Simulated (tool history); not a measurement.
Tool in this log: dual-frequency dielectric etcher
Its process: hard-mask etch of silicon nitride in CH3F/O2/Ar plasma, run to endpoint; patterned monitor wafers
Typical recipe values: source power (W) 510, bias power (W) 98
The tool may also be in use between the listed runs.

run    hour  source power (W)  bias power (W)  incoming incoming film thickness, nm  endpoint time (s)
  1     0.0               510              98                                  51.6               58.9
  2    36.4               510              98                                  52.0               58.8
  3   104.0               510              98                                  51.7               58.2
  4   140.8               510              98                                  51.3               58.0
  5   192.3               510              98                                  51.7               58.3
  6   267.3               510              98                                  51.9               58.5
  7   358.1               510              98                                  51.5               57.7
  8   521.5               510             107                                  51.9               55.3
      737.1  -- wet clean of the chamber
  9   766.0               510             107                                  51.5               56.1
 10   845.1               510              98                                  51.2               57.7
 11   941.6               510              98                                  51.9               57.6
 12   983.9               510              98                                  51.4               57.5
 13  1056.4               510              98                                  51.6               57.4
 14  1120.2               400              83                                  51.8               66.3
     1362.3  -- bias power generator calibrated
     1396.1  -- upper electrode replaced
 15  1396.6               510             105                                  51.6               55.0
     1478.9  -- wet clean of the chamber
 16  1491.9               600             117                                  51.0               51.1
 17  1583.4               510              89                                  51.6               59.8
 18  1624.0               580              82                                  51.8               58.8
 19  1668.1               510              98                                  51.7               57.9
 20  1758.3               430             112                                  51.4               58.7
 21  1796.4               510              98                                  51.3               57.1
 22  1897.2               430              78                                  51.7               66.1
 23  1984.8               590              80                                  52.0               58.6
     2099.9  -- source power generator calibrated
 24  2277.4               550              88                                  51.9               57.5
     2302.3  -- wet clean of the chamber
 25  2346.4               390              98                                  51.2               63.3
 26  2382.6               510              88                                  51.3               59.6
 27  2455.4               460              98                                  51.4               59.8
 28  2537.4               560              98                                  51.7               56.1
 29  2627.8               510             107                                  51.7               55.5
 30  2695.9               510              81                                  50.7               60.4
 31  2802.3               630              81                                  51.9               56.5
 32  2890.9               590             117                                  51.6               50.7
 33  2970.8               510              98                                  52.0               57.3
     3071.1  -- wet clean of the chamber
 34  3071.6               590             113                                  51.7               52.4
 35  3153.1               600              92                                  51.2               55.4

For each run, what was the tool's unlogged condition?
source power that arrives over what is set, %: 0, the same for each run
bias power that arrives over what is set, %: 0, the same for each run
H1: etch rate over this chamber's usual, %
run       H1
  1   -0.495
  2   -0.347
  3  -0.0718
  4   0.0779
  5    0.287
  6    0.592
  7    0.962
  8     1.63
  9    0.622
 10    0.944
 11     1.34
 12     1.51
 13      1.8
 14     2.06
 15     3.19
 16   -0.162
 17     0.21
 18    0.375
 19    0.555
 20    0.922
 21     1.08
 22     1.49
 23     1.84
 24     3.03
 25    0.398
 26    0.545
 27    0.841
 28     1.17
 29     1.54
 30     1.82
 31     2.25
 32     2.61
 33     2.94
 34   -0.134
 35    0.197
